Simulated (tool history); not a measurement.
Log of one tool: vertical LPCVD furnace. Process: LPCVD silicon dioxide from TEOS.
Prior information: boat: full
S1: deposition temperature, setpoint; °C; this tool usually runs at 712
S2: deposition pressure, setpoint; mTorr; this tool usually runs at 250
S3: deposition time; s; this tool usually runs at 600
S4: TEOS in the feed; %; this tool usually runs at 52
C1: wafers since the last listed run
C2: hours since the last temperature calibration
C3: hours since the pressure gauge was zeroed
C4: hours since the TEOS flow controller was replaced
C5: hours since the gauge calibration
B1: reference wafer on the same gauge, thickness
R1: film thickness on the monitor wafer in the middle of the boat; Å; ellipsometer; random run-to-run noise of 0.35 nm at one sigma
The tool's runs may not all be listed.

{"run": 1, "day": 0.0, "S1": 712, "S2": 250, "S3": 600, "S4": 52, "C1": 0, "C2": 2538.7, "C3": 4148.0, "C4": 5537.1, "C5": 386.6, "B1": 83.5, "R1": 793.2}
{"run": 2, "day": 0.833, "S1": 712, "S2": 290, "S3": 600, "S4": 52, "C1": 232, "C2": 2558.7, "C3": 4168.0, "C4": 5557.1, "C5": 406.6, "B1": 83.48, "R1": 855.8}
{"run": 3, "day": 1.892, "S1": 712, "S2": 290, "S3": 600, "S4": 52, "C1": 294, "C2": 2584.1, "C3": 4193.4, "C4": 5582.5, "C5": 432.0, "B1": 83.45, "R1": 848.9}
{"run": 4, "day": 4.642, "S1": 712, "S2": 250, "S3": 600, "S4": 52, "C1": 766, "C2": 2650.1, "C3": 4259.4, "C4": 5648.5, "C5": 498.0, "B1": 83.45, "R1": 794.2}
{"run": 5, "day": 5.8, "S1": 712, "S2": 250, "S3": 600, "S4": 52, "C1": 322, "C2": 2677.9, "C3": 4287.2, "C4": 5676.3, "C5": 525.8, "B1": 83.45, "R1": 793.3}
{"run": 6, "day": 6.904, "S1": 712, "S2": 250, "S3": 600, "S4": 52, "C1": 307, "C2": 2704.4, "C3": 4313.7, "C4": 5702.8, "C5": 552.3, "B1": 83.52, "R1": 793.2}
{"day": 8.096, "done": "pressure gauge zeroed"}
{"day": 9.217, "done": "thermocouples replaced and temperature profile calibrated"}
{"run": 7, "day": 9.238, "S1": 712, "S2": 250, "S3": 600, "S4": 52, "C1": 92, "C2": 0.5, "C3": 27.4, "C4": 5758.8, "C5": 608.3, "B1": 83.5, "R1": 724.2}
{"run": 8, "day": 9.446, "S1": 712, "S2": 250, "S3": 600, "S4": 52, "C1": 58, "C2": 5.5, "C3": 32.4, "C4": 5763.8, "C5": 613.3, "B1": 83.53, "R1": 723.8}
{"run": 9, "day": 10.012, "S1": 712, "S2": 250, "S3": 600, "S4": 52, "C1": 157, "C2": 19.1, "C3": 46.0, "C4": 5777.4, "C5": 626.9, "B1": 83.51, "R1": 722.8}
{"run": 10, "day": 11.008, "S1": 712, "S2": 250, "S3": 600, "S4": 52, "C1": 277, "C2": 43.0, "C3": 69.9, "C4": 5801.3, "C5": 650.8, "B1": 83.43, "R1": 726.2}
{"run": 11, "day": 14.129, "S1": 712, "S2": 250, "S3": 600, "S4": 52, "C1": 869, "C2": 117.9, "C3": 144.8, "C4": 5876.2, "C5": 725.7, "B1": 83.45, "R1": 729.7}
{"run": 12, "day": 15.15, "S1": 712, "S2": 250, "S3": 600, "S4": 52, "C1": 284, "C2": 142.4, "C3": 169.3, "C4": 5900.7, "C5": 750.2, "B1": 83.52, "R1": 732.5}
{"day": 16.225, "done": "TEOS flow controller replaced"}
{"run": 13, "day": 16.246, "S1": 712, "S2": 250, "S3": 600, "S4": 52, "C1": 26, "C2": 168.7, "C3": 195.6, "C4": 0.5, "C5": 776.5, "B1": 83.53, "R1": 735.4}
{"run": 14, "day": 16.438, "S1": 712, "S2": 250, "S3": 510, "S4": 52, "C1": 53, "C2": 173.3, "C3": 200.2, "C4": 5.1, "C5": 781.1, "B1": 83.51, "R1": 620.0}
{"day": 16.796, "done": "gauge calibrated"}
{"run": 15, "day": 16.954, "S1": 705, "S2": 235, "S3": 690, "S4": 58, "C1": 143, "C2": 185.7, "C3": 212.6, "C4": 17.5, "C5": 3.8, "B1": 83.51, "R1": 731.8}
{"run": 16, "day": 17.471, "S1": 712, "S2": 250, "S3": 450, "S4": 57, "C1": 143, "C2": 198.1, "C3": 225.0, "C4": 29.9, "C5": 16.2, "B1": 83.51, "R1": 580.0}
{"run": 17, "day": 18.004, "S1": 712, "S2": 250, "S3": 600, "S4": 52, "C1": 148, "C2": 210.9, "C3": 237.8, "C4": 42.7, "C5": 29.0, "B1": 83.46, "R1": 727.0}
{"run": 18, "day": 18.592, "S1": 712, "S2": 290, "S3": 600, "S4": 52, "C1": 163, "C2": 225.0, "C3": 251.9, "C4": 56.8, "C5": 43.1, "B1": 83.52, "R1": 792.0}
{"run": 19, "day": 19.121, "S1": 712, "S2": 250, "S3": 600, "S4": 52, "C1": 147, "C2": 237.7, "C3": 264.6, "C4": 69.5, "C5": 55.8, "B1": 83.5, "R1": 739.6}
{"run": 20, "day": 19.842, "S1": 705, "S2": 250, "S3": 600, "S4": 52, "C1": 200, "C2": 255.0, "C3": 281.9, "C4": 86.8, "C5": 73.1, "B1": 83.53, "R1": 632.5}
{"run": 21, "day": 21.0, "S1": 712, "S2": 200, "S3": 600, "S4": 44, "C1": 322, "C2": 282.8, "C3": 309.7, "C4": 114.6, "C5": 100.9, "B1": 83.49, "R1": 607.9}
{"run": 22, "day": 22.033, "S1": 712, "S2": 310, "S3": 600, "S4": 42, "C1": 287, "C2": 307.6, "C3": 334.5, "C4": 139.4, "C5": 125.7, "B1": 83.5, "R1": 737.5}
{"run": 23, "day": 23.442, "S1": 700, "S2": 290, "S3": 600, "S4": 52, "C1": 392, "C2": 341.4, "C3": 368.3, "C4": 173.2, "C5": 159.5, "B1": 83.43, "R1": 605.0}
{"run": 24, "day": 24.408, "S1": 712, "S2": 310, "S3": 450, "S4": 47, "C1": 269, "C2": 364.6, "C3": 391.5, "C4": 196.4, "C5": 182.7, "B1": 83.44, "R1": 588.3}
{"run": 25, "day": 25.125, "S1": 703, "S2": 250, "S3": 600, "S4": 44, "C1": 199, "C2": 381.8, "C3": 408.7, "C4": 213.6, "C5": 199.9, "B1": 83.44, "R1": 561.9}
{"run": 26, "day": 25.708, "S1": 712, "S2": 205, "S3": 600, "S4": 57, "C1": 162, "C2": 395.8, "C3": 422.7, "C4": 227.6, "C5": 213.9, "B1": 83.56, "R1": 708.2}
{"run": 27, "day": 27.133, "S1": 712, "S2": 250, "S3": 480, "S4": 52, "C1": 397, "C2": 430.0, "C3": 456.9, "C4": 261.8, "C5": 248.1, "B1": 83.43, "R1": 599.3}
{"run": 28, "day": 27.783, "S1": 712, "S2": 250, "S3": 600, "S4": 52, "C1": 181, "C2": 445.6, "C3": 472.5, "C4": 277.4, "C5": 263.7, "B1": 83.59, "R1": 750.8}
{"run": 29, "day": 28.321, "S1": 712, "S2": 250, "S3": 600, "S4": 52, "C1": 149, "C2": 458.5, "C3": 485.4, "C4": 290.3, "C5": 276.6, "B1": 83.47, "R1": 743.3}
{"run": 30, "day": 29.45, "S1": 712, "S2": 295, "S3": 600, "S4": 52, "C1": 314, "C2": 485.6, "C3": 512.5, "C4": 317.4, "C5": 303.7, "B1": 83.48, "R1": 817.3}
{"run": 31, "day": 30.075, "S1": 712, "S2": 250, "S3": 600, "S4": 52, "C1": 174, "C2": 500.6, "C3": 527.5, "C4": 332.4, "C5": 318.7, "B1": 83.53, "R1": 750.9}

For each run, what was the tool's unlogged condition?
true pressure minus gauge reading, mTorr: 0 on each run
deviation of the TEOS flow from its setpoint, %: 0 on each run
gauge reads high (%): 0 on each run
H1: true tube temperature minus thermocouple reading, K
run=1 H1=4.2
run=2 H1=4.21
run=3 H1=4.22
run=4 H1=4.24
run=5 H1=4.25
run=6 H1=4.26
run=7 H1=0.0983
run=8 H1=0.118
run=9 H1=0.17
run=10 H1=0.261
run=11 H1=0.531
run=12 H1=0.616
run=13 H1=0.705
run=14 H1=0.72
run=15 H1=0.761
run=16 H1=0.801
run=17 H1=0.843
run=18 H1=0.888
run=19 H1=0.928
run=20 H1=0.981
run=21 H1=1.07
run=22 H1=1.14
run=23 H1=1.24
run=24 H1=1.3
run=25 H1=1.35
run=26 H1=1.39
run=27 H1=1.48
run=28 H1=1.52
run=29 H1=1.55
run=30 H1=1.62
run=31 H1=1.66
